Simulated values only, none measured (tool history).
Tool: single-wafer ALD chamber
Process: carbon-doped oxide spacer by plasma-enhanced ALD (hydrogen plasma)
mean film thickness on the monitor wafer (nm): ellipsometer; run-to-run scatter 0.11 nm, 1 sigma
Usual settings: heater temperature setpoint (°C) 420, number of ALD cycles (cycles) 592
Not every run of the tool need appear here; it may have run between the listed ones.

run,hour,heater temperature setpoint (°C),number of ALD cycles (cycles),"read-back reference wafer on the same gauge, thickness_nm",mean film thickness on the monitor wafer (nm)
1,0,420,592,31.213,28.685
2,100.6,420,592,31.241,28.58
3,181.5,420,592,31.174,28.697
4,257.1,420,592,31.152,28.698
5,316.6,420,592,31.243,28.843
6,418,420,592,31.207,28.845
7,493.9,420,592,31.23,28.951
8,536.2,420,592,31.163,28.624
9,635.7,420,592,31.247,28.735
10,689.6,420,592,31.208,28.572
11,773.4,420,561,31.159,27.257
12,860.3,420,561,31.154,27.196
13,1047.9,420,592,31.234,28.85
14,1119.2,420,592,31.213,28.681
15,1188.8,420,592,31.184,28.81
16,1244,428,592,31.197,27.969
17,1307.1,428,592,31.168,27.989
18,1366.3,428,592,31.208,27.864
19,1435.3,420,592,31.215,28.59
20,1515,420,529,31.179,25.468
21,1615.3,416,637,31.168,31.26
22,1672.5,426,592,31.195,28.14
23,1726.8,420,592,31.157,28.6
24,1818,424,478,31.194,22.731
25,1862.4,409,657,31.182,33.219
26,1939.6,420,561,31.154,27.11
27,1984,420,655,31.21,31.745
28,2057.1,426,523,31.22,24.71
29,2139.1,420,699,31.227,33.929
30,2241.4,420,496,31.22,23.943
31,2329.6,412,495,31.166,24.593
32,2420.7,420,592,31.201,28.769
33,2502.9,420,523,31.238,25.176
34,2585.1,420,592,31.22,28.57
35,2632.9,405,709,31.211,36.069
36,2723.5,414,708,31.216,34.903
37,2819.3,420,701,31.254,34.103
38,2903.3,420,592,31.209,28.763
39,2984.3,413,514,31.203,25.675

Missing from the log above: 3 entries noted between runs. For each, name the pair of listed runs it sits between and say how the tool's hidden condition differs from the listed run just before to the listed run just after:
Runs 12 to 13: thermocouple changed; heater temperature recalibrated (hour 1037.3)
  both runs share identical hidden conditions
Runs 19 to 20: gauge calibrated (hour 1451.7)
  both runs share identical hidden conditions
Runs 28 to 29: thermocouple changed; heater temperature recalibrated (hour 2121.4)
  both runs share identical hidden conditions
